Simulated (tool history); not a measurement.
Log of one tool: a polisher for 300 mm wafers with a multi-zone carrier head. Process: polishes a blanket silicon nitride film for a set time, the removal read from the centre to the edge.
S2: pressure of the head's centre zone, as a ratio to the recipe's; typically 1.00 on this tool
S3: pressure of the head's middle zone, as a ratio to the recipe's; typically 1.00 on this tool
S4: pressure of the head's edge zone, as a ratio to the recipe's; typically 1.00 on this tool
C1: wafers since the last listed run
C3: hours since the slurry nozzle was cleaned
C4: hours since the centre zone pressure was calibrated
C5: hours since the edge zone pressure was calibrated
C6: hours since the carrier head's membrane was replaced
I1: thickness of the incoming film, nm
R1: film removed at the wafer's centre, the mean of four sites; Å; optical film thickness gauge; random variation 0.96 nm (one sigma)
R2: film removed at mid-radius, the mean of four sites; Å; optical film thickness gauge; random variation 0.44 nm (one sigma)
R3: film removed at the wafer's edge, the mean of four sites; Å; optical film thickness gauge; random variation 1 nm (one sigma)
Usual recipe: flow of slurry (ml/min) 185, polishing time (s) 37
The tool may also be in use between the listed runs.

run 1 hour=0.0 | flow_of_slurry_(ml/min)=185 S2=1.04 S3=1.05 S4=1.00 polishing_time_(s)=37 | C1=0 wafers_polished_on_this_pad=477 C3=478.2 C4=402.5 C5=659.1 C6=625.2 | I1=746.5 | R1=642 R2=712 R3=668
run 2 hour=32.2 | flow_of_slurry_(ml/min)=185 S2=1.04 S3=1.05 S4=1.00 polishing_time_(s)=37 | C1=398 wafers_polished_on_this_pad=876 C3=510.4 C4=434.7 C5=691.3 C6=657.4 | I1=749.4 | R1=656 R2=709 R3=688
run 3 hour=59.3 | flow_of_slurry_(ml/min)=185 S2=0.95 S3=1.00 S4=1.00 polishing_time_(s)=37 | C1=335 wafers_polished_on_this_pad=1211 C3=537.5 C4=461.8 C5=718.4 C6=684.5 | I1=731.0 | R1=601 R2=681 R3=686
run 4 hour=74.9 | flow_of_slurry_(ml/min)=185 S2=0.95 S3=1.00 S4=1.00 polishing_time_(s)=37 | C1=193 wafers_polished_on_this_pad=1405 C3=553.1 C4=477.4 C5=734.0 C6=700.1 | I1=739.0 | R1=605 R2=671 R3=683
-- hour=99.8 edge zone pressure recalibrated
-- hour=106.1 worn pad replaced by a new one
run 5 hour=109.4 | flow_of_slurry_(ml/min)=185 S2=1.00 S3=1.00 S4=1.00 polishing_time_(s)=37 | C1=352 wafers_polished_on_this_pad=41 C3=587.6 C4=511.9 C5=9.6 C6=734.6 | I1=746.8 | R1=619 R2=683 R3=665
run 6 hour=133.1 | flow_of_slurry_(ml/min)=185 S2=1.00 S3=1.00 S4=1.00 polishing_time_(s)=37 | C1=293 wafers_polished_on_this_pad=334 C3=611.3 C4=535.6 C5=33.3 C6=758.3 | I1=741.8 | R1=630 R2=676 R3=677
-- hour=143.0 carrier head's membrane replaced by a new one
run 7 hour=162.9 | flow_of_slurry_(ml/min)=240 S2=1.00 S3=1.00 S4=0.91 polishing_time_(s)=28 | C1=307 wafers_polished_on_this_pad=641 C3=641.1 C4=565.4 C5=63.1 C6=19.9 | I1=743.2 | R1=491 R2=528 R3=492
run 8 hour=195.4 | flow_of_slurry_(ml/min)=185 S2=1.00 S3=1.00 S4=1.00 polishing_time_(s)=37 | C1=402 wafers_polished_on_this_pad=1044 C3=673.6 C4=597.9 C5=95.6 C6=52.4 | I1=729.1 | R1=628 R2=673 R3=675
run 9 hour=215.5 | flow_of_slurry_(ml/min)=185 S2=1.00 S3=0.89 S4=1.08 polishing_time_(s)=31 | C1=248 wafers_polished_on_this_pad=1293 C3=693.7 C4=618.0 C5=115.7 C6=72.5 | I1=736.6 | R1=535 R2=516 R3=586
run 10 hour=247.8 | flow_of_slurry_(ml/min)=185 S2=0.89 S3=1.00 S4=1.00 polishing_time_(s)=37 | C1=400 wafers_polished_on_this_pad=1693 C3=726.0 C4=650.3 C5=148.0 C6=104.8 | I1=750.7 | R1=565 R2=678 R3=677
-- hour=283.0 worn pad replaced by a new one
-- hour=314.4 centre zone pressure recalibrated
run 11 hour=330.3 | flow_of_slurry_(ml/min)=185 S2=1.00 S3=1.07 S4=1.00 polishing_time_(s)=37 | C1=947 wafers_polished_on_this_pad=561 C3=808.5 C4=15.9 C5=230.5 C6=187.3 | I1=739.3 | R1=686 R2=719 R3=679
-- hour=347.8 slurry nozzle cleaned
run 12 hour=351.1 | flow_of_slurry_(ml/min)=125 S2=1.12 S3=1.05 S4=1.07 polishing_time_(s)=37 | C1=245 wafers_polished_on_this_pad=806 C3=3.3 C4=36.7 C5=251.3 C6=208.1 | I1=744.1 | R1=706 R2=659 R3=654
run 13 hour=382.3 | flow_of_slurry_(ml/min)=185 S2=1.00 S3=1.00 S4=1.00 polishing_time_(s)=37 | C1=386 wafers_polished_on_this_pad=1193 C3=34.5 C4=67.9 C5=282.5 C6=239.3 | I1=735.3 | R1=664 R2=680 R3=665
run 14 hour=398.4 | flow_of_slurry_(ml/min)=185 S2=1.06 S3=0.90 S4=0.93 polishing_time_(s)=27 | C1=199 wafers_polished_on_this_pad=1392 C3=50.6 C4=84.0 C5=298.6 C6=255.4 | I1=743.8 | R1=499 R2=453 R3=459
-- hour=420.1 worn pad replaced by a new one
run 15 hour=427.8 | flow_of_slurry_(ml/min)=185 S2=1.00 S3=0.92 S4=1.00 polishing_time_(s)=31 | C1=314 wafers_polished_on_this_pad=95 C3=80.0 C4=113.4 C5=328.0 C6=284.8 | I1=737.2 | R1=552 R2=536 R3=565
run 16 hour=457.6 | flow_of_slurry_(ml/min)=145 S2=1.00 S3=0.95 S4=1.00 polishing_time_(s)=37 | C1=369 wafers_polished_on_this_pad=464 C3=109.8 C4=143.2 C5=357.8 C6=314.6 | I1=736.1 | R1=648 R2=625 R3=638
run 17 hour=480.3 | flow_of_slurry_(ml/min)=185 S2=1.00 S3=1.00 S4=1.00 polishing_time_(s)=40 | C1=281 wafers_polished_on_this_pad=745 C3=132.5 C4=165.9 C5=380.5 C6=337.3 | I1=732.3 | R1=712 R2=745 R3=740
run 18 hour=511.8 | flow_of_slurry_(ml/min)=185 S2=1.00 S3=0.97 S4=1.00 polishing_time_(s)=37 | C1=390 wafers_polished_on_this_pad=1135 C3=164.0 C4=197.4 C5=412.0 C6=368.8 | I1=752.0 | R1=652 R2=663 R3=655
run 19 hour=528.3 | flow_of_slurry_(ml/min)=185 S2=1.00 S3=1.00 S4=1.00 polishing_time_(s)=37 | C1=204 wafers_polished_on_this_pad=1340 C3=180.5 C4=213.9 C5=428.5 C6=385.3 | I1=744.5 | R1=661 R2=686 R3=668
run 20 hour=541.7 | flow_of_slurry_(ml/min)=185 S2=1.00 S3=0.89 S4=1.00 polishing_time_(s)=31 | C1=165 wafers_polished_on_this_pad=1506 C3=193.9 C4=227.3 C5=441.9 C6=398.7 | I1=749.3 | R1=549 R2=515 R3=574
-- hour=574.6 worn pad replaced by a new one
run 21 hour=575.1 | flow_of_slurry_(ml/min)=155 S2=1.00 S3=0.94 S4=1.10 polishing_time_(s)=37 | C1=364 wafers_polished_on_this_pad=6 C3=227.3 C4=260.7 C5=475.3 C6=432.1 | I1=734.8 | R1=612 R2=630 R3=695

Below are 5 alternative next runs, each starting from the tool's condition after run 21. Predict each:
run A hour=575.5 | flow_of_slurry_(ml/min)=185 S2=1.00 S3=1.00 S4=0.93 polishing_time_(s)=37 | C1=4 wafers_polished_on_this_pad=11 C3=227.7 C4=261.1 C5=475.7 C6=432.5 | I1=736.7 | R1=? R2=? R3=?
run B hour=575.5 | flow_of_slurry_(ml/min)=185 S2=1.04 S3=0.92 S4=1.00 polishing_time_(s)=37 | C1=4 wafers_polished_on_this_pad=11 C3=227.7 C4=261.1 C5=475.7 C6=432.5 | I1=736.7 | R1=? R2=? R3=?
run C hour=575.5 | flow_of_slurry_(ml/min)=185 S2=1.00 S3=0.95 S4=1.00 polishing_time_(s)=37 | C1=4 wafers_polished_on_this_pad=11 C3=227.7 C4=261.1 C5=475.7 C6=432.5 | I1=736.7 | R1=? R2=? R3=?
run D hour=575.5 | flow_of_slurry_(ml/min)=185 S2=1.00 S3=0.93 S4=0.90 polishing_time_(s)=37 | C1=4 wafers_polished_on_this_pad=11 C3=227.7 C4=261.1 C5=475.7 C6=432.5 | I1=736.7 | R1=? R2=? R3=?
run E hour=575.5 | flow_of_slurry_(ml/min)=185 S2=0.95 S3=1.10 S4=1.00 polishing_time_(s)=37 | C1=4 wafers_polished_on_this_pad=11 C3=227.7 C4=261.1 C5=475.7 C6=432.5 | I1=736.7 | R1=? R2=? R3=?

run=A R1=653 R2=677 R3=646
run=B R1=676 R2=631 R3=670
run=C R1=653 R2=648 R3=670
run=D R1=653 R2=637 R3=637
run=E R1=624 R2=734 R3=668
Had the tool no hidden state, the same runs would have come out as:
run=A R1=680 R2=677 R3=646
run=B R1=704 R2=631 R3=670
run=C R1=680 R2=648 R3=670
run=D R1=680 R2=637 R3=637
run=E R1=650 R2=734 R3=668

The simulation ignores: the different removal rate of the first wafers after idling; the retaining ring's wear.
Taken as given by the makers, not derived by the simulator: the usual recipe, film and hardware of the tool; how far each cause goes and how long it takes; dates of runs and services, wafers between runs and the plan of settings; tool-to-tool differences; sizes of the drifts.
